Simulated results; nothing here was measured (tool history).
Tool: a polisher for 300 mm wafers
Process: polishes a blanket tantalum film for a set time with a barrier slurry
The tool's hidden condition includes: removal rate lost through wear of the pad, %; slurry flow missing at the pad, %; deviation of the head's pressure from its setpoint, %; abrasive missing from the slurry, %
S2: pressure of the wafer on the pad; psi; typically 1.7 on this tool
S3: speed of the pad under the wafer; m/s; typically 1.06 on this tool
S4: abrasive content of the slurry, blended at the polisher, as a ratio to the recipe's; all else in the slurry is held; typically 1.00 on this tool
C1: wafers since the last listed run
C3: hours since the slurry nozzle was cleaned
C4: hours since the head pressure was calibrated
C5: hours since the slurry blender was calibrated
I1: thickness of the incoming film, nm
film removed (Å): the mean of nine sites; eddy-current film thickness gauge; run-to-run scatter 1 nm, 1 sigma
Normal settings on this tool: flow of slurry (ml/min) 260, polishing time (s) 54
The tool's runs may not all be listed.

{"run": 1, "hour": 0.0, "flow of slurry (ml/min)": 260, "S2": 1.7, "S3": 1.06, "S4": 1.0, "polishing time (s)": 54, "C1": 0, "wafers polished on this pad": 381, "C3": 93.2, "C4": 324.6, "C5": 15.0, "I1": 227.1, "film removed (Å)": 688}
{"run": 2, "hour": 62.7, "flow of slurry (ml/min)": 260, "S2": 1.7, "S3": 1.06, "S4": 1.0, "polishing time (s)": 54, "C1": 362, "wafers polished on this pad": 744, "C3": 155.9, "C4": 387.3, "C5": 77.7, "I1": 229.7, "film removed (Å)": 672}
{"run": 3, "hour": 92.7, "flow of slurry (ml/min)": 260, "S2": 1.7, "S3": 1.06, "S4": 1.1, "polishing time (s)": 54, "C1": 173, "wafers polished on this pad": 917, "C3": 185.9, "C4": 417.3, "C5": 107.7, "I1": 228.6, "film removed (Å)": 695}
{"hour": 244.8, "done": "worn pad replaced by a new one"}
{"run": 4, "hour": 261.9, "flow of slurry (ml/min)": 260, "S2": 1.7, "S3": 1.06, "S4": 1.2, "polishing time (s)": 54, "C1": 954, "wafers polished on this pad": 98, "C3": 355.1, "C4": 586.5, "C5": 276.9, "I1": 229.6, "film removed (Å)": 690}
{"hour": 273.4, "done": "slurry blender recalibrated"}
{"run": 5, "hour": 327.9, "flow of slurry (ml/min)": 260, "S2": 1.7, "S3": 0.84, "S4": 1.2, "polishing time (s)": 54, "C1": 369, "wafers polished on this pad": 468, "C3": 421.1, "C4": 652.5, "C5": 54.5, "I1": 228.8, "film removed (Å)": 536}
{"hour": 337.9, "done": "slurry nozzle cleaned"}
{"run": 6, "hour": 359.4, "flow of slurry (ml/min)": 260, "S2": 1.7, "S3": 0.84, "S4": 1.2, "polishing time (s)": 54, "C1": 176, "wafers polished on this pad": 644, "C3": 21.5, "C4": 684.0, "C5": 86.0, "I1": 230.4, "film removed (Å)": 551}
{"run": 7, "hour": 394.9, "flow of slurry (ml/min)": 260, "S2": 1.7, "S3": 0.84, "S4": 1.2, "polishing time (s)": 54, "C1": 205, "wafers polished on this pad": 849, "C3": 57.0, "C4": 719.5, "C5": 121.5, "I1": 228.9, "film removed (Å)": 540}
{"run": 8, "hour": 419.9, "flow of slurry (ml/min)": 260, "S2": 1.7, "S3": 1.06, "S4": 1.0, "polishing time (s)": 63, "C1": 144, "wafers polished on this pad": 993, "C3": 82.0, "C4": 744.5, "C5": 146.5, "I1": 230.0, "film removed (Å)": 736}
{"run": 9, "hour": 473.8, "flow of slurry (ml/min)": 260, "S2": 1.7, "S3": 1.06, "S4": 1.0, "polishing time (s)": 63, "C1": 311, "wafers polished on this pad": 1305, "C3": 135.9, "C4": 798.4, "C5": 200.4, "I1": 230.4, "film removed (Å)": 772}
{"hour": 520.9, "done": "worn pad replaced by a new one"}
{"run": 10, "hour": 525.2, "flow of slurry (ml/min)": 260, "S2": 1.7, "S3": 1.06, "S4": 1.0, "polishing time (s)": 63, "C1": 273, "wafers polished on this pad": 25, "C3": 187.3, "C4": 849.8, "C5": 251.8, "I1": 228.9, "film removed (Å)": 770}
{"run": 11, "hour": 559.5, "flow of slurry (ml/min)": 260, "S2": 1.8, "S3": 1.06, "S4": 1.0, "polishing time (s)": 54, "C1": 198, "wafers polished on this pad": 223, "C3": 221.6, "C4": 884.1, "C5": 286.1, "I1": 229.2, "film removed (Å)": 687}
{"hour": 592.9, "done": "slurry blender recalibrated"}
{"run": 12, "hour": 603.8, "flow of slurry (ml/min)": 260, "S2": 1.8, "S3": 1.06, "S4": 1.0, "polishing time (s)": 54, "C1": 244, "wafers polished on this pad": 467, "C3": 265.9, "C4": 928.4, "C5": 10.9, "I1": 232.8, "film removed (Å)": 664}
{"run": 13, "hour": 662.3, "flow of slurry (ml/min)": 260, "S2": 1.7, "S3": 1.06, "S4": 0.95, "polishing time (s)": 54, "C1": 337, "wafers polished on this pad": 805, "C3": 324.4, "C4": 986.9, "C5": 69.4, "I1": 231.3, "film removed (Å)": 641}
{"hour": 681.4, "done": "slurry nozzle cleaned"}
{"run": 14, "hour": 731.0, "flow of slurry (ml/min)": 260, "S2": 1.7, "S3": 1.06, "S4": 0.95, "polishing time (s)": 54, "C1": 391, "wafers polished on this pad": 1196, "C3": 49.6, "C4": 1055.6, "C5": 138.1, "I1": 231.1, "film removed (Å)": 627}
{"hour": 773.9, "done": "worn pad replaced by a new one, of another model than before"}
{"run": 15, "hour": 800.4, "flow of slurry (ml/min)": 260, "S2": 1.7, "S3": 1.06, "S4": 0.95, "polishing time (s)": 54, "C1": 377, "wafers polished on this pad": 153, "C3": 119.0, "C4": 1125.0, "C5": 207.5, "I1": 226.9, "film removed (Å)": 643}
{"run": 16, "hour": 825.2, "flow of slurry (ml/min)": 260, "S2": 1.7, "S3": 1.2, "S4": 0.9, "polishing time (s)": 54, "C1": 143, "wafers polished on this pad": 296, "C3": 143.8, "C4": 1149.8, "C5": 232.3, "I1": 231.9, "film removed (Å)": 684}
{"run": 17, "hour": 850.8, "flow of slurry (ml/min)": 185, "S2": 1.4, "S3": 1.06, "S4": 1.3, "polishing time (s)": 54, "C1": 147, "wafers polished on this pad": 444, "C3": 169.4, "C4": 1175.4, "C5": 257.9, "I1": 233.8, "film removed (Å)": 574}
{"hour": 893.7, "done": "slurry blender recalibrated"}
{"hour": 910.5, "done": "head pressure recalibrated"}
{"run": 18, "hour": 915.0, "flow of slurry (ml/min)": 260, "S2": 1.7, "S3": 1.36, "S4": 1.1, "polishing time (s)": 36, "C1": 347, "wafers polished on this pad": 792, "C3": 233.6, "C4": 4.5, "C5": 21.3, "I1": 233.3, "film removed (Å)": 562}
{"run": 19, "hour": 977.4, "flow of slurry (ml/min)": 260, "S2": 1.7, "S3": 1.22, "S4": 1.0, "polishing time (s)": 54, "C1": 360, "wafers polished on this pad": 1152, "C3": 296.0, "C4": 66.9, "C5": 83.7, "I1": 230.0, "film removed (Å)": 742}
{"hour": 1023.9, "done": "worn pad replaced by a new one"}
{"run": 20, "hour": 1032.0, "flow of slurry (ml/min)": 260, "S2": 1.7, "S3": 1.06, "S4": 1.0, "polishing time (s)": 54, "C1": 292, "wafers polished on this pad": 46, "C3": 350.6, "C4": 121.5, "C5": 138.3, "I1": 234.0, "film removed (Å)": 702}
{"run": 21, "hour": 1056.2, "flow of slurry (ml/min)": 260, "S2": 1.7, "S3": 1.06, "S4": 1.0, "polishing time (s)": 54, "C1": 139, "wafers polished on this pad": 186, "C3": 374.8, "C4": 145.7, "C5": 162.5, "I1": 229.9, "film removed (Å)": 706}
{"run": 22, "hour": 1096.0, "flow of slurry (ml/min)": 185, "S2": 1.9, "S3": 1.06, "S4": 1.0, "polishing time (s)": 54, "C1": 229, "wafers polished on this pad": 416, "C3": 414.6, "C4": 185.5, "C5": 202.3, "I1": 230.6, "film removed (Å)": 693}
{"hour": 1129.8, "done": "slurry nozzle cleaned"}
{"run": 23, "hour": 1150.0, "flow of slurry (ml/min)": 260, "S2": 1.7, "S3": 1.18, "S4": 1.0, "polishing time (s)": 54, "C1": 306, "wafers polished on this pad": 722, "C3": 20.2, "C4": 239.5, "C5": 256.3, "I1": 230.2, "film removed (Å)": 747}
{"run": 24, "hour": 1212.6, "flow of slurry (ml/min)": 260, "S2": 2.1, "S3": 1.06, "S4": 1.25, "polishing time (s)": 54, "C1": 361, "wafers polished on this pad": 1084, "C3": 82.8, "C4": 302.1, "C5": 318.9, "I1": 230.8, "film removed (Å)": 829}
{"hour": 1221.1, "done": "slurry blender recalibrated"}
{"run": 25, "hour": 1260.0, "flow of slurry (ml/min)": 260, "S2": 1.7, "S3": 1.06, "S4": 1.0, "polishing time (s)": 54, "C1": 262, "wafers polished on this pad": 1346, "C3": 130.2, "C4": 349.5, "C5": 38.9, "I1": 229.3, "film removed (Å)": 694}
{"hour": 1288.7, "done": "worn pad replaced by a new one"}
{"run": 26, "hour": 1297.5, "flow of slurry (ml/min)": 200, "S2": 1.9, "S3": 1.18, "S4": 0.75, "polishing time (s)": 54, "C1": 193, "wafers polished on this pad": 51, "C3": 167.7, "C4": 387.0, "C5": 76.4, "I1": 228.4, "film removed (Å)": 671}
{"run": 27, "hour": 1331.0, "flow of slurry (ml/min)": 225, "S2": 1.7, "S3": 1.06, "S4": 1.0, "polishing time (s)": 38, "C1": 193, "wafers polished on this pad": 244, "C3": 201.2, "C4": 420.5, "C5": 109.9, "I1": 232.9, "film removed (Å)": 471}
{"run": 28, "hour": 1396.4, "flow of slurry (ml/min)": 200, "S2": 2.3, "S3": 1.06, "S4": 0.85, "polishing time (s)": 39, "C1": 377, "wafers polished on this pad": 622, "C3": 266.6, "C4": 485.9, "C5": 175.3, "I1": 230.1, "film removed (Å)": 538}
{"run": 29, "hour": 1450.9, "flow of slurry (ml/min)": 260, "S2": 1.7, "S3": 1.06, "S4": 1.0, "polishing time (s)": 54, "C1": 314, "wafers polished on this pad": 937, "C3": 321.1, "C4": 540.4, "C5": 229.8, "I1": 225.3, "film removed (Å)": 683}

Forecast each of these 5 alternatives for the next run:
{"run": "A", "hour": 1451.3, "flow of slurry (ml/min)": 260, "S2": 1.7, "S3": 1.16, "S4": 1.0, "polishing time (s)": 54, "C1": 2, "wafers polished on this pad": 939, "C3": 321.5, "C4": 540.8, "C5": 230.2, "I1": 229.4, "film removed (Å)": "?"}
{"run": "B", "hour": 1451.3, "flow of slurry (ml/min)": 330, "S2": 1.7, "S3": 1.06, "S4": 1.0, "polishing time (s)": 42, "C1": 2, "wafers polished on this pad": 939, "C3": 321.5, "C4": 540.8, "C5": 230.2, "I1": 229.4, "film removed (Å)": "?"}
{"run": "C", "hour": 1451.3, "flow of slurry (ml/min)": 315, "S2": 1.7, "S3": 1.06, "S4": 1.0, "polishing time (s)": 54, "C1": 2, "wafers polished on this pad": 939, "C3": 321.5, "C4": 540.8, "C5": 230.2, "I1": 229.4, "film removed (Å)": "?"}
{"run": "D", "hour": 1451.3, "flow of slurry (ml/min)": 260, "S2": 1.7, "S3": 1.06, "S4": 0.9, "polishing time (s)": 67, "C1": 2, "wafers polished on this pad": 939, "C3": 321.5, "C4": 540.8, "C5": 230.2, "I1": 229.4, "film removed (Å)": "?"}
{"run": "E", "hour": 1451.3, "flow of slurry (ml/min)": 260, "S2": 1.7, "S3": 1.32, "S4": 1.0, "polishing time (s)": 54, "C1": 2, "wafers polished on this pad": 939, "C3": 321.5, "C4": 540.8, "C5": 230.2, "I1": 229.4, "film removed (Å)": "?"}

run=A film_removed_(Å)=713
run=B film_removed_(Å)=537
run=C film_removed_(Å)=688
run=D film_removed_(Å)=810
run=E film_removed_(Å)=778
With the hidden condition removed and each run's random variation left untouched, the same runs would have given:
run=A film_removed_(Å)=728
run=B film_removed_(Å)=548
run=C film_removed_(Å)=702
run=D film_removed_(Å)=827
run=E film_removed_(Å)=794
